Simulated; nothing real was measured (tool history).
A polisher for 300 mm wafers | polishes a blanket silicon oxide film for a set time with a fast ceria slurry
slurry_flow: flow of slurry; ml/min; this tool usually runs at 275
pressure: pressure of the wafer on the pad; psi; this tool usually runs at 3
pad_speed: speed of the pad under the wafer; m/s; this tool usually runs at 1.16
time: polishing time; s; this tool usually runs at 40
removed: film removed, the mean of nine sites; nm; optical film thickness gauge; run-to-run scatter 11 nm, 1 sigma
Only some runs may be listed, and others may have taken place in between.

run	hour	slurry_flow	pressure	pad_speed	time	incoming thickness of the incoming film, nm	removed
1	0	275	3	1.16	40	2171.6	860.2
2	37.4	275	3	1.16	40	2161.6	856.6
3	91.1	275	3	1.16	40	2164.7	852.5
4	153.2	275	3	1.16	40	2163.9	844.5
# hour 188.9: worn pad replaced by a new one
# hour 199.5: slurry nozzle cleaned
5	257.2	275	3	1.16	40	2161	875.1
6	302.2	275	3	1.16	40	2201.2	882.4
7	407.2	275	2.7	1	40	2175.4	683.4
8	466.3	275	3	1.16	40	2180.5	838.7
9	503.5	275	3	1.16	40	2168.8	837.9
# hour 526.9: worn pad replaced by a new one
10	582.3	275	3	1.16	40	2144.9	856
11	679.4	275	3	1.16	40	2203.6	824.9
12	751.2	275	3	1.16	40	2163.8	831.9
13	790	275	3	1.16	40	2206.6	846.8
14	836.5	275	3	1.16	40	2191.9	806.6
15	908.5	275	3	1.16	40	2137.7	815.9
# hour 971.4: worn pad replaced by a new one
16	971.9	215	3.8	0.92	40	2168.4	781.6
# hour 1007.1: slurry nozzle cleaned
17	1013.7	210	2.7	0.82	50	2160.1	662.9
18	1108.9	210	3.8	1.16	33	2155.2	804.7
19	1186	190	2.4	1.16	27	2180.4	441.2
20	1222.5	195	3	1.46	40	2148.8	1010.1
21	1299.4	250	3	1.4	46	2181.8	1133.1
# hour 1362.6: head pressure recalibrated
# hour 1366.5: worn pad replaced by a new one
22	1379.5	275	3	1.16	51	2197.6	1086.1
23	1435.2	275	3.9	0.86	47	2153.4	945.8
24	1514.9	275	3	1.16	40	2160.2	863.5
25	1555	275	3	1.16	40	2204	865.7
26	1643.4	275	3	1.16	40	2125.6	841.4
# hour 1719.3: worn pad replaced by a new one
27	1740.9	275	3	1.16	40	2180.2	852.3
# hour 1748.6: slurry nozzle cleaned
28	1787.5	275	3	1.16	36	2149.7	800.2
29	1872.3	355	3	1.42	26	2135.5	706.4
30	1976.4	350	3.5	1.4	30	2193.2	918.1

4 options for the next run, each taken on its own from the tool as it stands now. Forecast them:
A	1976.8	275	3	1.16	40	2176	?
B	1976.8	315	3	1.16	26	2176	?
C	1976.8	225	2.3	1.16	40	2176	?
D	1976.8	275	2.3	1.4	34	2176	?

run	removed
A	859.8
B	568.6
C	664.5
D	703.2
With no hidden state in the tool, these same runs would have given:
run	removed
A	926.3
B	610.3
C	720.8
D	757.6

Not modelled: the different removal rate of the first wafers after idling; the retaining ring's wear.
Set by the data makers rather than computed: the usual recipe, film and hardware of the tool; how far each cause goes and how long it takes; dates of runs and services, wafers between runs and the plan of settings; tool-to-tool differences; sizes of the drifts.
